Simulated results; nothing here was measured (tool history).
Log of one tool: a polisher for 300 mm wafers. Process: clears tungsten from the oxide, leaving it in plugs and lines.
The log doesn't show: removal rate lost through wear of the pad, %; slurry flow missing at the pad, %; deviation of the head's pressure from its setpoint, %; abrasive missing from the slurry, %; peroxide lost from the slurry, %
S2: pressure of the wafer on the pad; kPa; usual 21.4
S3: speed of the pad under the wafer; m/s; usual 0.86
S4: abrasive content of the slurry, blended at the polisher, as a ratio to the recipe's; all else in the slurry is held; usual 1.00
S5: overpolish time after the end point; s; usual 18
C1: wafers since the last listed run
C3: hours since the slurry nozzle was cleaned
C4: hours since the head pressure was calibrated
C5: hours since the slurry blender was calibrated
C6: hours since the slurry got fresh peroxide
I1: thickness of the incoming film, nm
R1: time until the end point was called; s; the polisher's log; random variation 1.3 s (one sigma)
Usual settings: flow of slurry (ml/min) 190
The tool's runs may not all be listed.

Run 1, hour 0.0: usual settings; C1 0; wafers polished on this pad 223; C3 342.3; C4 1003.3; C5 51.8; C6 74.1; I1 267.7. Result: R1 73.1 s.
Run 2, hour 34.4: usual settings; C1 318; wafers polished on this pad 542; C3 376.7; C4 1037.7; C5 86.2; C6 108.5; I1 269.0. Result: R1 74.4 s.
At hour 47.0: slurry tank refilled with fresh slurry and peroxide.
At hour 51.3: worn pad replaced by a new one.
Run 3, hour 59.2: usual settings; C1 183; wafers polished on this pad 72; C3 401.5; C4 1062.5; C5 111.0; C6 12.2; I1 270.9. Result: R1 67.0 s.
Run 4, hour 106.1: usual settings but S2 26.2 kPa; C1 434; wafers polished on this pad 507; C3 448.4; C4 1109.4; C5 157.9; C6 59.1; I1 269.8. Result: R1 60.3 s.
At hour 115.7: worn pad replaced by a new one.
Run 5, hour 139.9: usual settings but S2 26.2 kPa; C1 275; wafers polished on this pad 224; C3 482.2; C4 1143.2; C5 191.7; C6 92.9; I1 265.4. Result: R1 62.5 s.
At hour 160.5: slurry tank refilled with fresh slurry and peroxide.
Run 6, hour 161.0: usual settings but S2 26.2 kPa; C1 186; wafers polished on this pad 410; C3 503.3; C4 1164.3; C5 212.8; C6 0.5; I1 270.2. Result: R1 60.2 s.
Run 7, hour 189.0: usual settings; C1 259; wafers polished on this pad 669; C3 531.3; C4 1192.3; C5 240.8; C6 28.5; I1 271.4. Result: R1 79.3 s.
At hour 197.7: slurry blender recalibrated.
At hour 200.3: worn pad replaced by a new one.
Run 8, hour 202.8: usual settings but S2 17.9 kPa, S3 0.78 m/s; C1 85; wafers polished on this pad 23; C3 545.1; C4 1206.1; C5 5.1; C6 42.3; I1 271.4. Result: R1 93.5 s.
Run 9, hour 223.6: usual settings but S2 19.3 kPa, S5 22 s; C1 192; wafers polished on this pad 215; C3 565.9; C4 1226.9; C5 25.9; C6 63.1; I1 270.5. Result: R1 80.3 s.
Run 10, hour 256.0: usual settings but flow of slurry (ml/min) 225, S3 0.58 m/s; C1 300; wafers polished on this pad 515; C3 598.3; C4 1259.3; C5 58.3; C6 95.5; I1 269.3. Result: R1 107.1 s.
At hour 267.5: worn pad replaced by a new one.
At hour 269.9: head pressure recalibrated.
At hour 275.4: slurry nozzle cleaned.
Run 11, hour 290.3: usual settings; C1 252; wafers polished on this pad 183; C3 14.9; C4 20.4; C5 92.6; C6 129.8; I1 272.9. Result: R1 79.3 s.
Run 12, hour 303.3: usual settings but flow of slurry (ml/min) 125; C1 120; wafers polished on this pad 304; C3 27.9; C4 33.4; C5 105.6; C6 142.8; I1 271.0. Result: R1 82.8 s.
At hour 307.2: slurry tank refilled with fresh slurry and peroxide.
Run 13, hour 327.8: usual settings; C1 217; wafers polished on this pad 521; C3 52.4; C4 57.9; C5 130.1; C6 20.6; I1 268.5. Result: R1 69.0 s.
At hour 346.1: worn pad replaced by a new one.
Run 14, hour 348.9: usual settings; C1 158; wafers polished on this pad 25; C3 73.5; C4 79.0; C5 151.2; C6 41.7; I1 273.2. Result: R1 73.7 s.
Run 15, hour 378.2: usual settings but S2 14.5 kPa, S3 1.06 m/s, S5 8 s; C1 271; wafers polished on this pad 297; C3 102.8; C4 108.3; C5 180.5; C6 71.0; I1 273.8. Result: R1 91.5 s.

Forecast each of these 5 alternatives for the next run:
Run A, hour 378.7: usual settings; C1 4; wafers polished on this pad 301; C3 103.3; C4 108.8; C5 181.0; C6 71.5; I1 272.9. Result: R1 ?.
Run B, hour 378.7: usual settings but flow of slurry (ml/min) 150, S3 0.64 m/s, S4 1.15, S5 27 s; C1 4; wafers polished on this pad 301; C3 103.3; C4 108.8; C5 181.0; C6 71.5; I1 272.9. Result: R1 ?.
Run C, hour 378.7: usual settings but flow of slurry (ml/min) 250, S4 0.80, S5 25 s; C1 4; wafers polished on this pad 301; C3 103.3; C4 108.8; C5 181.0; C6 71.5; I1 272.9. Result: R1 ?.
Run D, hour 378.7: usual settings but S3 0.66 m/s; C1 4; wafers polished on this pad 301; C3 103.3; C4 108.8; C5 181.0; C6 71.5; I1 272.9. Result: R1 ?.
Run E, hour 378.7: usual settings but flow of slurry (ml/min) 210, S2 24.8 kPa, S3 0.96 m/s, S4 1.15; C1 4; wafers polished on this pad 301; C3 103.3; C4 108.8; C5 181.0; C6 71.5; I1 272.9. Result: R1 ?.

run     R1
  A   75.7
  B  100.3
  C   79.0
  D   98.6
  E   55.3
Without the tool's hidden state the same runs would have given:
run    R1
  A  67.1
  B  88.8
  C  70.1
  D  87.4
  E  49.0
